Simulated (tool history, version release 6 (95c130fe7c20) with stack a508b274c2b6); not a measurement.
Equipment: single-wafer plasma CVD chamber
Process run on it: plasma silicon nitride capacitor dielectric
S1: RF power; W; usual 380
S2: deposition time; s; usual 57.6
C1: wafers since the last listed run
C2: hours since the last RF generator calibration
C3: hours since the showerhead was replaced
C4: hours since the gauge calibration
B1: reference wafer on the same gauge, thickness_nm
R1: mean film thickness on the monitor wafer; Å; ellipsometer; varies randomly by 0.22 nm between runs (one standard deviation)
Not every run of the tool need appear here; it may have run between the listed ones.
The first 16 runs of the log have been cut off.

| run | hour | S1 | S2 | C1 | C2 | C3 | C4 | B1 | R1 |
|---|---|---|---|---|---|---|---|---|---|
| 17 | 712.9 | 380 | 57.6 | 980 | 1396.4 | 60.3 | 971.5 | 81.971 | 785.68 |
| 18 | 772.3 | 380 | 57.6 | 973 | 1455.8 | 119.7 | 1030.9 | 81.896 | 787.83 |
|  | 811.7 | gauge calibrated |
| 19 | 829.7 | 380 | 57.6 | 940 | 1513.2 | 177.1 | 18 | 81.959 | 784.69 |
| 20 | 856.5 | 355 | 47.6 | 439 | 1540 | 203.9 | 44.8 | 82.019 | 647.08 |
| 21 | 888 | 335 | 57.6 | 516 | 1571.5 | 235.4 | 76.3 | 82.021 | 774.26 |
| 22 | 918.8 | 380 | 57.6 | 504 | 1602.3 | 266.2 | 107.1 | 81.985 | 790.01 |
| 23 | 959 | 405 | 68 | 658 | 1642.5 | 306.4 | 147.3 | 81.961 | 932.82 |
| 24 | 1024.7 | 415 | 65.7 | 1077 | 1708.2 | 372.1 | 213 | 81.944 | 905.56 |
| 25 | 1093.6 | 380 | 57.6 | 1129 | 1777.1 | 441 | 281.9 | 82.005 | 789.74 |
| 26 | 1124 | 380 | 57.6 | 498 | 1807.5 | 471.4 | 312.3 | 82.016 | 786.53 |
| 27 | 1175.5 | 355 | 53.9 | 844 | 1859 | 522.9 | 363.8 | 82.057 | 727.4 |
| 28 | 1200.2 | 380 | 57.6 | 404 | 1883.7 | 547.6 | 388.5 | 81.888 | 789.16 |
| 29 | 1250.9 | 380 | 57.6 | 831 | 1934.4 | 598.3 | 439.2 | 81.945 | 785.94 |
| 30 | 1320.5 | 380 | 53 | 1140 | 2004 | 667.9 | 508.8 | 82.046 | 720.5 |
|  | 1335.5 | RF generator calibrated |
| 31 | 1354.9 | 380 | 57.6 | 432 | 19.4 | 702.3 | 543.2 | 81.935 | 788.32 |
| 32 | 1420.6 | 400 | 54.1 | 1077 | 85.1 | 768 | 608.9 | 81.947 | 747.73 |
| 33 | 1482.4 | 315 | 62.1 | 1013 | 146.9 | 829.8 | 670.7 | 82.02 | 835.72 |
| 34 | 1569.7 | 320 | 63.4 | 1431 | 234.2 | 917.1 | 758 | 81.975 | 850.16 |
| 35 | 1630.7 | 405 | 50.6 | 999 | 295.2 | 978.1 | 819 | 82.041 | 699.55 |
| 36 | 1657.1 | 340 | 57.6 | 432 | 321.6 | 1004.5 | 845.4 | 81.996 | 781.48 |
| 37 | 1681.8 | 455 | 52.7 | 404 | 346.3 | 1029.2 | 870.1 | 82.016 | 740.8 |
| 38 | 1726.3 | 405 | 46.9 | 729 | 390.8 | 1073.7 | 914.6 | 81.936 | 648.21 |

4 ways to go on from here, each from the tool as it stands after run 38. What would each give?
| A | 1726.7 | 380 | 57.6 | 6 | 391.2 | 1074.1 | 915 | ? | ? |
| B | 1726.7 | 430 | 57.6 | 6 | 391.2 | 1074.1 | 915 | ? | ? |
| C | 1726.7 | 380 | 61.4 | 6 | 391.2 | 1074.1 | 915 | ? | ? |
| D | 1726.7 | 455 | 53.6 | 6 | 391.2 | 1074.1 | 915 | ? | ? |

| run | B1 | R1 |
|---|---|---|
| A | 81.99 | 786.71 |
| B | 81.99 | 798.87 |
| C | 81.99 | 838.61 |
| D | 81.99 | 748.9 |
What these runs would have given with no unlogged condition in the tool:
| run | R1 |
|---|---|
| A | 790.91 |
| B | 803.13 |
| C | 843.09 |
| D | 752.9 |

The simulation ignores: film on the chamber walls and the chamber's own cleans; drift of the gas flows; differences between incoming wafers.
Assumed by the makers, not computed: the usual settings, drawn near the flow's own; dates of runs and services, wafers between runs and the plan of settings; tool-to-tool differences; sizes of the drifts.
